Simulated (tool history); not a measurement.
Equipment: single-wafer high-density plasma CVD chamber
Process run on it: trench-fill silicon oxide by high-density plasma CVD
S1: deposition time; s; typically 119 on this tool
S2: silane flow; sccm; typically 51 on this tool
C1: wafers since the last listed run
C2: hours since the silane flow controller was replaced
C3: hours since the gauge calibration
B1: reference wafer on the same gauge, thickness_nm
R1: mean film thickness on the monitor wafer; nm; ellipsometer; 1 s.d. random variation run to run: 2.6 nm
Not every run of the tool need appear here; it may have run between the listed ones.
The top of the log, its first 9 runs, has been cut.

Run 10, hour 383: usual settings; C1 397; C2 3200.7; C3 915.7; B1 491.813. Result: R1 597.605 nm.
Run 11, hour 438.8: usual settings; C1 843; C2 3256.5; C3 971.5; B1 492.011. Result: R1 598.143 nm.
Run 12, hour 467.3: usual settings; C1 430; C2 3285; C3 1000; B1 492.102. Result: R1 599.875 nm.
Run 13, hour 531: usual settings; C1 962; C2 3348.7; C3 1063.7; B1 491.774. Result: R1 601.029 nm.
Run 14, hour 568.7: usual settings; C1 569; C2 3386.4; C3 1101.4; B1 492.144. Result: R1 598.869 nm.
Run 15, hour 636.6: usual settings; C1 1026; C2 3454.3; C3 1169.3; B1 491.917. Result: R1 600.882 nm.
Run 16, hour 669.5: usual settings; C1 497; C2 3487.2; C3 1202.2; B1 492.687. Result: R1 595.191 nm.
Run 17, hour 718.6: usual settings; C1 742; C2 3536.3; C3 1251.3; B1 491.747. Result: R1 597.361 nm.
Run 18, hour 759.9: usual settings; C1 624; C2 3577.6; C3 1292.6; B1 492.174. Result: R1 600.462 nm.
Run 19, hour 809.1: usual settings; C1 743; C2 3626.8; C3 1341.8; B1 491.501. Result: R1 601.25 nm.
Run 20, hour 845.8: usual settings; C1 554; C2 3663.5; C3 1378.5; B1 492.704. Result: R1 597.082 nm.
Run 21, hour 873.9: usual settings; C1 424; C2 3691.6; C3 1406.6; B1 492.248. Result: R1 599.639 nm.
Run 22, hour 901.5: usual settings but S1 112 s; C1 417; C2 3719.2; C3 1434.2; B1 491.799. Result: R1 561.381 nm.
Run 23, hour 953.1: usual settings; C1 779; C2 3770.8; C3 1485.8; B1 491.997. Result: R1 597.796 nm.
Run 24, hour 1010.3: usual settings but S1 107 s, S2 43 sccm; C1 864; C2 3828; C3 1543; B1 492.252. Result: R1 465.047 nm.
Run 25, hour 1060.8: usual settings but S1 108 s, S2 56 sccm; C1 763; C2 3878.5; C3 1593.5; B1 492.257. Result: R1 593.402 nm.
Run 26, hour 1109.2: usual settings but S1 142 s, S2 43 sccm; C1 731; C2 3926.9; C3 1641.9; B1 492.125. Result: R1 619.168 nm.
Run 27, hour 1177.7: usual settings but S2 54 sccm; C1 1035; C2 3995.4; C3 1710.4; B1 491.463. Result: R1 625.42 nm.
Run 28, hour 1237.7: usual settings; C1 906; C2 4055.4; C3 1770.4; B1 492.002. Result: R1 601.475 nm.
At hour 1306.4: silane flow controller replaced.
Run 29, hour 1308.1: usual settings but S1 112 s, S2 44 sccm; C1 943; C2 1.7; C3 1840.8; B1 492.218. Result: R1 497.742 nm.
Run 30, hour 1336.5: usual settings; C1 429; C2 30.1; C3 1869.2; B1 492.569. Result: R1 598.77 nm.
Run 31, hour 1374.6: usual settings; C1 575; C2 68.2; C3 1907.3; B1 492.081. Result: R1 594.188 nm.
Run 32, hour 1443.4: usual settings; C1 1039; C2 137; C3 1976.1; B1 492.152. Result: R1 594.445 nm.
Run 33, hour 1514.4: usual settings; C1 1073; C2 208; C3 2047.1; B1 491.549. Result: R1 597.987 nm.

Forecast run 34:
Run 34, hour 1577.6: usual settings but S1 102 s, S2 57 sccm; C1 955; C2 271.2; C3 2110.3; B1 ?. Result: R1 ?.

B1: 491.965
R1: 570.428 nm
Without the tool's hidden state the same run would have given R1 570.428 nm.

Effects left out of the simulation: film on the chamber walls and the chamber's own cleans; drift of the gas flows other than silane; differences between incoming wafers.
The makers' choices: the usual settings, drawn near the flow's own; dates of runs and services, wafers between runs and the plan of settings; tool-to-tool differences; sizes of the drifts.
